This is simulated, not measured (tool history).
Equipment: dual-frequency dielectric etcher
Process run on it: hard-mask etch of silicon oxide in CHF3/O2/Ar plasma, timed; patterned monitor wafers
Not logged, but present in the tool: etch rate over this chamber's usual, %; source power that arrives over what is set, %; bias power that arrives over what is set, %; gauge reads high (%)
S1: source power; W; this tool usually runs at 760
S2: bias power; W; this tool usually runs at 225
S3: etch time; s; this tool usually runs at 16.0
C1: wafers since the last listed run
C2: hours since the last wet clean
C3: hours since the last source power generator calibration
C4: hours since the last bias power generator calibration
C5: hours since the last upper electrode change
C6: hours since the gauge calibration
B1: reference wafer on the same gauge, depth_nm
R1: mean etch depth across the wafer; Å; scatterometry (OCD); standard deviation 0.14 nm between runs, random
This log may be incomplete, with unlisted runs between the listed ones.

| run | hour | S1 | S2 | S3 | C1 | C2 | C3 | C4 | C5 | C6 | B1 | R1 |
|---|---|---|---|---|---|---|---|---|---|---|---|---|
| 1 | 0.0 | 760 | 203 | 14.0 | 0 | 311.7 | 841.2 | 3508.9 | 3978.8 | 682.3 | 43.90 | 366.5 |
| 2 | 90.7 | 760 | 225 | 16.0 | 855 | 402.4 | 931.9 | 3599.6 | 4069.5 | 773.0 | 43.90 | 427.2 |
|  | 150.3 | wet clean of the chamber |
| 3 | 150.8 | 760 | 225 | 16.0 | 340 | 0.5 | 992.0 | 3659.7 | 4129.6 | 833.1 | 43.89 | 432.7 |
| 4 | 215.9 | 760 | 247 | 14.0 | 613 | 65.6 | 1057.1 | 3724.8 | 4194.7 | 898.2 | 43.90 | 387.1 |
| 5 | 298.4 | 760 | 247 | 14.0 | 777 | 148.1 | 1139.6 | 3807.3 | 4277.2 | 980.7 | 43.87 | 386.8 |
| 6 | 373.6 | 640 | 184 | 16.0 | 709 | 223.3 | 1214.8 | 3882.5 | 4352.4 | 1055.9 | 43.88 | 387.9 |
| 7 | 418.9 | 640 | 184 | 16.0 | 427 | 268.6 | 1260.1 | 3927.8 | 4397.7 | 1101.2 | 43.90 | 389.2 |
| 8 | 466.4 | 640 | 184 | 16.0 | 447 | 316.1 | 1307.6 | 3975.3 | 4445.2 | 1148.7 | 43.89 | 388.8 |
| 9 | 511.4 | 760 | 202 | 16.0 | 424 | 361.1 | 1352.6 | 4020.3 | 4490.2 | 1193.7 | 43.87 | 415.6 |
|  | 569.1 | gauge calibrated |
|  | 596.3 | wet clean of the chamber |
| 10 | 600.3 | 870 | 225 | 16.0 | 611 | 4.0 | 1441.5 | 4109.2 | 4579.1 | 31.2 | 43.89 | 450.3 |
| 11 | 672.2 | 870 | 225 | 16.0 | 677 | 75.9 | 1513.4 | 4181.1 | 4651.0 | 103.1 | 43.87 | 446.5 |
| 12 | 744.2 | 840 | 225 | 16.0 | 678 | 147.9 | 1585.4 | 4253.1 | 4723.0 | 175.1 | 43.90 | 442.3 |
|  | 750.7 | source power generator calibrated |
|  | 766.6 | bias power generator calibrated |
| 13 | 824.6 | 840 | 225 | 16.0 | 682 | 228.3 | 73.9 | 58.0 | 4803.4 | 255.5 | 43.90 | 447.2 |
| 14 | 918.6 | 760 | 225 | 16.0 | 886 | 322.3 | 167.9 | 152.0 | 4897.4 | 349.5 | 43.88 | 431.0 |
|  | 981.4 | wet clean of the chamber |
| 15 | 1020.5 | 760 | 225 | 16.0 | 734 | 39.1 | 269.8 | 253.9 | 4999.3 | 451.4 | 43.91 | 433.7 |
| 16 | 1094.0 | 760 | 225 | 16.0 | 693 | 112.6 | 343.3 | 327.4 | 5072.8 | 524.9 | 43.88 | 431.9 |
| 17 | 1179.3 | 760 | 225 | 16.0 | 804 | 197.9 | 428.6 | 412.7 | 5158.1 | 610.2 | 43.91 | 431.2 |
|  | 1232.3 | upper electrode replaced |
| 18 | 1248.1 | 840 | 186 | 16.0 | 422 | 266.7 | 497.4 | 481.5 | 15.8 | 679.0 | 43.91 | 423.4 |
| 19 | 1376.5 | 670 | 225 | 11.0 | 1210 | 395.1 | 625.8 | 609.9 | 144.2 | 807.4 | 43.91 | 280.8 |
|  | 1485.5 | wet clean of the chamber |
| 20 | 1486.0 | 690 | 225 | 20.5 | 806 | 0.5 | 735.3 | 719.4 | 253.7 | 916.9 | 43.92 | 540.6 |
| 21 | 1529.6 | 640 | 184 | 16.0 | 411 | 44.1 | 778.9 | 763.0 | 297.3 | 960.5 | 43.87 | 392.2 |
| 22 | 1578.4 | 760 | 225 | 13.0 | 460 | 92.9 | 827.7 | 811.8 | 346.1 | 1009.3 | 43.92 | 352.4 |
| 23 | 1635.8 | 630 | 195 | 18.5 | 541 | 150.3 | 885.1 | 869.2 | 403.5 | 1066.7 | 43.90 | 457.1 |
| 24 | 1682.9 | 760 | 275 | 16.0 | 444 | 197.4 | 932.2 | 916.3 | 450.6 | 1113.8 | 43.87 | 447.1 |
| 25 | 1773.4 | 760 | 225 | 16.0 | 853 | 287.9 | 1022.7 | 1006.8 | 541.1 | 1204.3 | 43.92 | 425.6 |
| 26 | 1818.3 | 920 | 255 | 11.0 | 423 | 332.8 | 1067.6 | 1051.7 | 586.0 | 1249.2 | 43.90 | 319.3 |
|  | 1883.6 | wet clean of the chamber |
| 27 | 1923.2 | 810 | 275 | 19.0 | 762 | 39.6 | 1172.5 | 1156.6 | 690.9 | 1354.1 | 43.93 | 546.9 |
| 28 | 1993.4 | 760 | 225 | 16.0 | 661 | 109.8 | 1242.7 | 1226.8 | 761.1 | 1424.3 | 43.90 | 429.9 |
|  | 2062.0 | gauge calibrated |
| 29 | 2071.7 | 930 | 209 | 12.5 | 738 | 188.1 | 1321.0 | 1305.1 | 839.4 | 9.7 | 43.91 | 349.9 |

Below are 4 alternative next runs, each starting from the tool's condition after run 29. Predict each:
| A | 2072.1 | 760 | 225 | 20.5 | 3 | 188.5 | 1321.4 | 1305.5 | 839.8 | 10.1 | ? | ? |
| B | 2072.1 | 760 | 205 | 20.0 | 3 | 188.5 | 1321.4 | 1305.5 | 839.8 | 10.1 | ? | ? |
| C | 2072.1 | 760 | 225 | 18.5 | 3 | 188.5 | 1321.4 | 1305.5 | 839.8 | 10.1 | ? | ? |
| D | 2072.1 | 940 | 225 | 16.0 | 3 | 188.5 | 1321.4 | 1305.5 | 839.8 | 10.1 | ? | ? |

| run | B1 | R1 |
|---|---|---|
| A | 43.89 | 545.7 |
| B | 43.89 | 521.5 |
| C | 43.89 | 492.5 |
| D | 43.89 | 455.7 |
Without the tool's hidden state the same runs would have given:
| run | R1 |
|---|---|
| A | 558.9 |
| B | 534.1 |
| C | 504.4 |
| D | 466.7 |
